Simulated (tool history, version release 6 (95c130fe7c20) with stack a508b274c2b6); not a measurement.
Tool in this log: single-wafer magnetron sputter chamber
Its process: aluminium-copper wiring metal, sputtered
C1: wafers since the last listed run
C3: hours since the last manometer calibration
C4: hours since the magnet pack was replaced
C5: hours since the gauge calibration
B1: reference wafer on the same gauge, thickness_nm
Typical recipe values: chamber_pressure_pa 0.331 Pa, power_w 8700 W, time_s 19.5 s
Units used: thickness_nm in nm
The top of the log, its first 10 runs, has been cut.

{"run": 11, "day": 17.875, "chamber_pressure_pa": 0.331, "power_w": 9300, "time_s": 19.5, "C1": 991, "wafers on the sputter target": 3256, "C3": 1195.3, "C4": 9022.7, "C5": 1167.1, "B1": 363.627, "thickness_nm": 362.577}
{"run": 12, "day": 20.788, "chamber_pressure_pa": 0.331, "power_w": 9300, "time_s": 19.5, "C1": 1353, "wafers on the sputter target": 4609, "C3": 1265.2, "C4": 9092.6, "C5": 1237, "B1": 363.192, "thickness_nm": 363.044}
{"run": 13, "day": 21.921, "chamber_pressure_pa": 0.331, "power_w": 9300, "time_s": 19.5, "C1": 526, "wafers on the sputter target": 5136, "C3": 1292.4, "C4": 9119.8, "C5": 1264.2, "B1": 363.214, "thickness_nm": 361.212}
{"day": 24.008, "done": "sputter target and shields replaced"}
{"day": 24.242, "done": "magnet pack replaced"}
{"run": 14, "day": 24.45, "chamber_pressure_pa": 0.331, "power_w": 8700, "time_s": 17.3, "C1": 911, "wafers on the sputter target": 96, "C3": 1353.1, "C4": 5, "C5": 1324.9, "B1": 362.776, "thickness_nm": 306.07}
{"run": 15, "day": 27.204, "chamber_pressure_pa": 0.331, "power_w": 8700, "time_s": 17.3, "C1": 1279, "wafers on the sputter target": 1375, "C3": 1419.2, "C4": 71.1, "C5": 1391, "B1": 362.81, "thickness_nm": 304.924}
{"run": 16, "day": 29.208, "chamber_pressure_pa": 0.331, "power_w": 8700, "time_s": 17.3, "C1": 931, "wafers on the sputter target": 2307, "C3": 1467.3, "C4": 119.2, "C5": 1439.1, "B1": 362.847, "thickness_nm": 307.523}
{"run": 17, "day": 31.85, "chamber_pressure_pa": 0.331, "power_w": 8700, "time_s": 19.5, "C1": 1227, "wafers on the sputter target": 3534, "C3": 1530.7, "C4": 182.6, "C5": 1502.5, "B1": 362.833, "thickness_nm": 341.152}
{"run": 18, "day": 34.5, "chamber_pressure_pa": 0.331, "power_w": 9650, "time_s": 20.5, "C1": 1231, "wafers on the sputter target": 4765, "C3": 1594.3, "C4": 246.2, "C5": 1566.1, "B1": 363.173, "thickness_nm": 397.79}
{"run": 19, "day": 35.946, "chamber_pressure_pa": 0.331, "power_w": 8700, "time_s": 19.5, "C1": 671, "wafers on the sputter target": 5437, "C3": 1629, "C4": 280.9, "C5": 1600.8, "B1": 362.711, "thickness_nm": 336.627}
{"run": 20, "day": 37.512, "chamber_pressure_pa": 0.243, "power_w": 10650, "time_s": 21.6, "C1": 727, "wafers on the sputter target": 6165, "C3": 1666.6, "C4": 318.5, "C5": 1638.4, "B1": 362.929, "thickness_nm": 486.199}
{"day": 37.912, "done": "capacitance manometer re-zeroed and calibrated"}
{"run": 21, "day": 39.392, "chamber_pressure_pa": 0.202, "power_w": 7250, "time_s": 19.5, "C1": 718, "wafers on the sputter target": 6883, "C3": 35.5, "C4": 363.6, "C5": 1683.5, "B1": 362.9, "thickness_nm": 303.021}
{"day": 40.15, "done": "gauge calibrated"}
{"day": 41.008, "done": "sputter target and shields replaced"}
{"run": 22, "day": 41.292, "chamber_pressure_pa": 0.263, "power_w": 8700, "time_s": 22, "C1": 727, "wafers on the sputter target": 130, "C3": 81.1, "C4": 409.2, "C5": 27.4, "B1": 363.439, "thickness_nm": 409.609}
{"run": 23, "day": 42.608, "chamber_pressure_pa": 0.432, "power_w": 8700, "time_s": 16.5, "C1": 611, "wafers on the sputter target": 742, "C3": 112.7, "C4": 440.8, "C5": 59, "B1": 362.946, "thickness_nm": 261.34}
{"run": 24, "day": 44.104, "chamber_pressure_pa": 0.423, "power_w": 8050, "time_s": 18.2, "C1": 695, "wafers on the sputter target": 1437, "C3": 148.6, "C4": 476.7, "C5": 94.9, "B1": 363.374, "thickness_nm": 271.551}
{"run": 25, "day": 49.862, "chamber_pressure_pa": 0.229, "power_w": 7150, "time_s": 17.2, "C1": 2675, "wafers on the sputter target": 4112, "C3": 286.8, "C4": 614.9, "C5": 233.1, "B1": 362.985, "thickness_nm": 264.129}
{"run": 26, "day": 51.062, "chamber_pressure_pa": 0.259, "power_w": 8700, "time_s": 15.9, "C1": 557, "wafers on the sputter target": 4670, "C3": 315.6, "C4": 643.7, "C5": 261.9, "B1": 363.036, "thickness_nm": 290.454}
{"run": 27, "day": 52.608, "chamber_pressure_pa": 0.205, "power_w": 10750, "time_s": 19.5, "C1": 718, "wafers on the sputter target": 5388, "C3": 352.7, "C4": 680.8, "C5": 299, "B1": 363.214, "thickness_nm": 461.669}
{"day": 54.688, "done": "sputter target and shields replaced"}
{"run": 28, "day": 55.108, "chamber_pressure_pa": 0.28, "power_w": 8700, "time_s": 20.6, "C1": 1006, "wafers on the sputter target": 195, "C3": 412.7, "C4": 740.8, "C5": 359, "B1": 363.109, "thickness_nm": 375.587}
{"run": 29, "day": 56.121, "chamber_pressure_pa": 0.331, "power_w": 8700, "time_s": 19.5, "C1": 470, "wafers on the sputter target": 666, "C3": 437, "C4": 765.1, "C5": 383.3, "B1": 363.206, "thickness_nm": 336.871}
{"run": 30, "day": 58.783, "chamber_pressure_pa": 0.258, "power_w": 8700, "time_s": 21.1, "C1": 1237, "wafers on the sputter target": 1903, "C3": 500.9, "C4": 829, "C5": 447.2, "B1": 363.525, "thickness_nm": 391.487}
{"run": 31, "day": 60.55, "chamber_pressure_pa": 0.388, "power_w": 6700, "time_s": 19.5, "C1": 820, "wafers on the sputter target": 2724, "C3": 543.3, "C4": 871.4, "C5": 489.6, "B1": 362.523, "thickness_nm": 249.331}
{"run": 32, "day": 62.821, "chamber_pressure_pa": 0.331, "power_w": 8700, "time_s": 19.5, "C1": 1055, "wafers on the sputter target": 3779, "C3": 597.8, "C4": 925.9, "C5": 544.1, "B1": 363.097, "thickness_nm": 336.253}
{"run": 33, "day": 64.788, "chamber_pressure_pa": 0.331, "power_w": 7650, "time_s": 19.5, "C1": 913, "wafers on the sputter target": 4692, "C3": 645, "C4": 973.1, "C5": 591.3, "B1": 363.143, "thickness_nm": 294.418}
{"run": 34, "day": 66.412, "chamber_pressure_pa": 0.331, "power_w": 8700, "time_s": 19.5, "C1": 755, "wafers on the sputter target": 5447, "C3": 684, "C4": 1012.1, "C5": 630.3, "B1": 362.64, "thickness_nm": 334.575}

Forecast each of these 3 alternatives for the next run:
{"run": "A", "day": 66.429, "chamber_pressure_pa": 0.25, "power_w": 8700, "time_s": 19.5, "C1": 7, "wafers on the sputter target": 5455, "C3": 684.4, "C4": 1012.5, "C5": 630.7, "B1": "?", "thickness_nm": "?"}
{"run": "B", "day": 66.429, "chamber_pressure_pa": 0.211, "power_w": 8700, "time_s": 15.7, "C1": 7, "wafers on the sputter target": 5455, "C3": 684.4, "C4": 1012.5, "C5": 630.7, "B1": "?", "thickness_nm": "?"}
{"run": "C", "day": 66.429, "chamber_pressure_pa": 0.215, "power_w": 8700, "time_s": 19.5, "C1": 7, "wafers on the sputter target": 5455, "C3": 684.4, "C4": 1012.5, "C5": 630.7, "B1": "?", "thickness_nm": "?"}

run=A B1=363.085 thickness_nm=356.191
run=B B1=363.085 thickness_nm=296.736
run=C B1=363.085 thickness_nm=367.262
Had the tool no hidden state, the same runs would have come out as:
run=A thickness_nm=362.531
run=B thickness_nm=302.688
run=C thickness_nm=374.543
